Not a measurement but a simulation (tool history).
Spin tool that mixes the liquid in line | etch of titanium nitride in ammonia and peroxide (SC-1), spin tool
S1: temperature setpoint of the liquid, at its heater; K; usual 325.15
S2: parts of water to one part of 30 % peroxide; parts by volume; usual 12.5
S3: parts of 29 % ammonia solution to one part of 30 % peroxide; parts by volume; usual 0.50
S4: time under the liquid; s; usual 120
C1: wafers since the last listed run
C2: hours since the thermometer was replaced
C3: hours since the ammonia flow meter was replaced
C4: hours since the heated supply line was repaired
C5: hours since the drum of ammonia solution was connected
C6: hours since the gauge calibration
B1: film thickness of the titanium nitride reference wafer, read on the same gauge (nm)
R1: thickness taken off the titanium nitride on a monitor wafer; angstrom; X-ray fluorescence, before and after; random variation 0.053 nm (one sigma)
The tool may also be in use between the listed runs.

run	hour	S1	S2	S3	S4	C1	C2	C3	C4	C5	C6	B1	R1
1	0.0	325.15	12.5	0.50	120	0	566.9	716.9	1189.6	7.9	379.0	130.00	135.5
2	87.5	325.15	12.5	0.50	120	461	654.4	804.4	1277.1	95.4	466.5	130.00	136.6
3	171.1	325.15	12.5	0.50	120	440	738.0	888.0	1360.7	179.0	550.1	129.98	135.9
4	268.2	330.15	12.5	0.50	120	512	835.1	985.1	1457.8	276.1	647.2	129.99	189.9
5	324.1	325.15	12.5	0.50	120	294	891.0	1041.0	1513.7	332.0	703.1	129.99	135.4
6	381.0	325.15	12.5	0.50	120	300	947.9	1097.9	1570.6	388.9	760.0	130.00	135.7
# hour 438.0: thermometer replaced
7	452.6	325.15	12.5	0.50	120	372	14.6	1169.5	1642.2	460.5	831.6	130.02	135.1
8	496.5	325.15	12.5	0.50	140	231	58.5	1213.4	1686.1	504.4	875.5	130.01	157.6
# hour 514.7: heated supply line repaired
# hour 525.9: new drum of ammonia solution connected
9	589.2	321.15	9.0	0.50	145	478	151.2	1306.1	74.5	63.3	968.2	130.00	147.0
# hour 601.5: ammonia flow meter replaced
10	645.3	321.15	9.0	0.50	145	290	207.3	43.8	130.6	119.4	1024.3	130.04	147.4
11	718.6	315.15	17.5	0.75	180	386	280.6	117.1	203.9	192.7	1097.6	129.99	90.0
# hour 801.3: gauge calibrated
12	924.2	316.15	7.0	0.65	120	1084	486.2	322.7	409.5	398.3	122.9	129.99	100.0
13	992.2	318.15	12.5	0.70	120	358	554.2	390.7	477.5	466.3	190.9	129.99	87.7
14	1063.2	325.15	14.0	0.55	120	374	625.2	461.7	548.5	537.3	261.9	129.97	129.5
# hour 1166.7: new drum of ammonia solution connected
15	1168.4	325.15	17.0	0.70	120	549	730.4	566.9	653.7	1.7	367.1	130.00	121.6
16	1270.0	320.15	15.5	0.30	100	535	832.0	668.5	755.3	103.3	468.7	129.98	64.6

Forecast each of these 3 alternatives for the next run:
A	1270.5	325.15	12.5	0.35	120	2	832.5	669.0	755.8	103.8	469.2	?	?
B	1270.5	318.15	7.0	0.50	120	2	832.5	669.0	755.8	103.8	469.2	?	?
C	1270.5	325.15	12.5	0.50	65	2	832.5	669.0	755.8	103.8	469.2	?	?

run	B1	R1
A	129.97	126.5
B	129.97	111.3
C	129.97	73.1
Without the tool's hidden state the same runs would have given:
run	R1
A	126.5
B	111.3
C	73.1
